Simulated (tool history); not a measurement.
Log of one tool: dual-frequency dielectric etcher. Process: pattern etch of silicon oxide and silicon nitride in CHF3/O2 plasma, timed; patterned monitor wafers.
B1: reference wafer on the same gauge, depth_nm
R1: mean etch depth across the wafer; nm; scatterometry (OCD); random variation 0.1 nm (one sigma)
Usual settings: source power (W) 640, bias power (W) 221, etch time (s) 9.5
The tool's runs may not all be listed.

{"run": 1, "hour": 0.0, "source power (W)": 640, "bias power (W)": 221, "etch time (s)": 9.0, "B1": 19.32, "R1": 15.9}
{"run": 2, "hour": 37.1, "source power (W)": 640, "bias power (W)": 221, "etch time (s)": 7.5, "B1": 19.31, "R1": 13.42}
{"run": 3, "hour": 64.0, "source power (W)": 640, "bias power (W)": 221, "etch time (s)": 7.5, "B1": 19.34, "R1": 13.41}
{"hour": 79.5, "done": "gauge calibrated"}
{"run": 4, "hour": 126.5, "source power (W)": 640, "bias power (W)": 221, "etch time (s)": 9.5, "B1": 19.28, "R1": 16.78}
{"hour": 171.1, "done": "bias power generator calibrated"}
{"run": 5, "hour": 175.1, "source power (W)": 640, "bias power (W)": 221, "etch time (s)": 9.5, "B1": 19.3, "R1": 16.43}
{"run": 6, "hour": 207.0, "source power (W)": 640, "bias power (W)": 221, "etch time (s)": 9.5, "B1": 19.3, "R1": 16.49}
{"run": 7, "hour": 260.3, "source power (W)": 640, "bias power (W)": 221, "etch time (s)": 9.5, "B1": 19.33, "R1": 16.43}
{"run": 8, "hour": 291.7, "source power (W)": 640, "bias power (W)": 257, "etch time (s)": 9.5, "B1": 19.31, "R1": 16.8}
{"run": 9, "hour": 342.6, "source power (W)": 640, "bias power (W)": 261, "etch time (s)": 9.5, "B1": 19.34, "R1": 16.78}
{"run": 10, "hour": 374.8, "source power (W)": 570, "bias power (W)": 199, "etch time (s)": 7.0, "B1": 19.27, "R1": 11.05}
{"hour": 402.4, "done": "wet clean of the chamber"}
{"run": 11, "hour": 406.1, "source power (W)": 640, "bias power (W)": 221, "etch time (s)": 7.0, "B1": 19.28, "R1": 12.47}
{"hour": 476.1, "done": "upper electrode replaced"}
{"run": 12, "hour": 476.6, "source power (W)": 730, "bias power (W)": 244, "etch time (s)": 11.5, "B1": 19.27, "R1": 21.8}
{"run": 13, "hour": 508.3, "source power (W)": 740, "bias power (W)": 171, "etch time (s)": 6.5, "B1": 19.31, "R1": 11.67}
{"run": 14, "hour": 533.0, "source power (W)": 510, "bias power (W)": 275, "etch time (s)": 12.5, "B1": 19.33, "R1": 20.35}
{"run": 15, "hour": 576.5, "source power (W)": 640, "bias power (W)": 221, "etch time (s)": 9.5, "B1": 19.27, "R1": 16.55}
{"run": 16, "hour": 617.9, "source power (W)": 640, "bias power (W)": 182, "etch time (s)": 11.0, "B1": 19.36, "R1": 18.37}
{"run": 17, "hour": 654.2, "source power (W)": 590, "bias power (W)": 221, "etch time (s)": 9.5, "B1": 19.31, "R1": 15.69}
{"run": 18, "hour": 689.7, "source power (W)": 640, "bias power (W)": 256, "etch time (s)": 9.5, "B1": 19.31, "R1": 16.74}
{"hour": 764.7, "done": "wet clean of the chamber"}
{"run": 19, "hour": 765.2, "source power (W)": 760, "bias power (W)": 221, "etch time (s)": 8.0, "B1": 19.3, "R1": 15.38}
{"hour": 792.7, "done": "source power generator calibrated"}
{"run": 20, "hour": 801.3, "source power (W)": 640, "bias power (W)": 221, "etch time (s)": 9.5, "B1": 19.26, "R1": 16.83}
{"run": 21, "hour": 927.3, "source power (W)": 640, "bias power (W)": 221, "etch time (s)": 9.5, "B1": 19.31, "R1": 16.51}
{"run": 22, "hour": 965.4, "source power (W)": 540, "bias power (W)": 187, "etch time (s)": 9.5, "B1": 19.3, "R1": 14.71}
{"run": 23, "hour": 994.6, "source power (W)": 640, "bias power (W)": 181, "etch time (s)": 9.5, "B1": 19.34, "R1": 15.64}
{"run": 24, "hour": 1041.9, "source power (W)": 680, "bias power (W)": 255, "etch time (s)": 9.5, "B1": 19.28, "R1": 17.36}
{"run": 25, "hour": 1083.2, "source power (W)": 530, "bias power (W)": 255, "etch time (s)": 8.0, "B1": 19.23, "R1": 12.76}
{"run": 26, "hour": 1123.2, "source power (W)": 640, "bias power (W)": 221, "etch time (s)": 12.0, "B1": 19.25, "R1": 20.39}
{"run": 27, "hour": 1173.6, "source power (W)": 640, "bias power (W)": 221, "etch time (s)": 9.5, "B1": 19.31, "R1": 16.02}
{"hour": 1243.6, "done": "wet clean of the chamber"}
{"run": 28, "hour": 1244.1, "source power (W)": 640, "bias power (W)": 221, "etch time (s)": 9.5, "B1": 19.25, "R1": 16.94}
{"run": 29, "hour": 1251.9, "source power (W)": 760, "bias power (W)": 171, "etch time (s)": 7.0, "B1": 19.25, "R1": 12.94}

4 ways to go on from here, each from the tool as it stands after run 29. What would each give?
{"run": "A", "hour": 1252.3, "source power (W)": 490, "bias power (W)": 221, "etch time (s)": 9.5, "B1": "?", "R1": "?"}
{"run": "B", "hour": 1252.3, "source power (W)": 640, "bias power (W)": 179, "etch time (s)": 7.0, "B1": "?", "R1": "?"}
{"run": "C", "hour": 1252.3, "source power (W)": 640, "bias power (W)": 167, "etch time (s)": 9.5, "B1": "?", "R1": "?"}
{"run": "D", "hour": 1252.3, "source power (W)": 540, "bias power (W)": 252, "etch time (s)": 9.5, "B1": "?", "R1": "?"}

run=A B1=19.33 R1=14.90
run=B B1=19.33 R1=12.03
run=C B1=19.33 R1=16.13
run=D B1=19.33 R1=16.07
Without the tool's hidden state the same runs would have given:
run=A R1=14.93
run=B R1=12.05
run=C R1=16.16
run=D R1=16.10
